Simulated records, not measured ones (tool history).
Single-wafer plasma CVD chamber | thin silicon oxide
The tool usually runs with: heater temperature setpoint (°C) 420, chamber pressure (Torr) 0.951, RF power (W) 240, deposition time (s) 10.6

run,hour,heater temperature setpoint (°C),chamber pressure (Torr),RF power (W),deposition time (s),"read-back reference wafer on the same gauge, thickness_nm",mean film thickness on the monitor wafer (Å)
1,0,420,0.951,240,10.6,25.302,233.46
2,26.4,420,0.951,240,10.6,25.297,232.71
3,57.8,420,0.951,240,10.6,25.32,233.48
# hour 72.6: gauge calibrated
4,85.6,420,0.951,240,10.6,25.309,233.87
5,109.6,420,0.951,240,10.6,25.301,233.42
6,122.1,420,0.951,240,10.6,25.298,233.19
# hour 137.5: thermocouple changed; heater temperature recalibrated
7,152.6,420,0.951,240,12.3,25.303,271.16
# hour 171.7: showerhead replaced
# hour 175.3: capacitance manometer re-zeroed and calibrated
8,175.8,420,0.951,240,10.6,25.295,224.28
9,189.3,420,0.951,240,12.3,25.313,259.27
10,210.9,409,0.951,240,10.6,25.297,224.88
11,229.7,420,0.778,240,10.6,25.302,200.72
# hour 242.3: gauge calibrated
12,248.4,427,1.103,205,10,25.293,210.66
13,279.7,428,0.951,260,10.6,25.28,231.26
# hour 295.9: RF generator calibrated
14,311.2,413,1.085,205,12,25.302,253.31
15,329.3,420,0.951,240,10.6,25.3,224.74
16,358.5,420,0.951,200,10.6,25.285,205.79
17,390.1,420,0.756,240,10.6,25.302,197.91

Forecast each of these 3 alternatives for the next run:
A,390.5,420,0.951,240,8.8,?,?
B,390.5,424,1.116,280,8.7,?,?
C,390.5,430,0.731,255,8.9,?,?

run,"read-back reference wafer on the same gauge, thickness_nm",mean film thickness on the monitor wafer (Å)
A,25.293,186.7
B,25.293,213.09
C,25.293,166.25
With the hidden condition removed and each run's random variation left untouched, the same runs would have given:
run,mean film thickness on the monitor wafer (Å)
A,187.07
B,213.42
C,166.62

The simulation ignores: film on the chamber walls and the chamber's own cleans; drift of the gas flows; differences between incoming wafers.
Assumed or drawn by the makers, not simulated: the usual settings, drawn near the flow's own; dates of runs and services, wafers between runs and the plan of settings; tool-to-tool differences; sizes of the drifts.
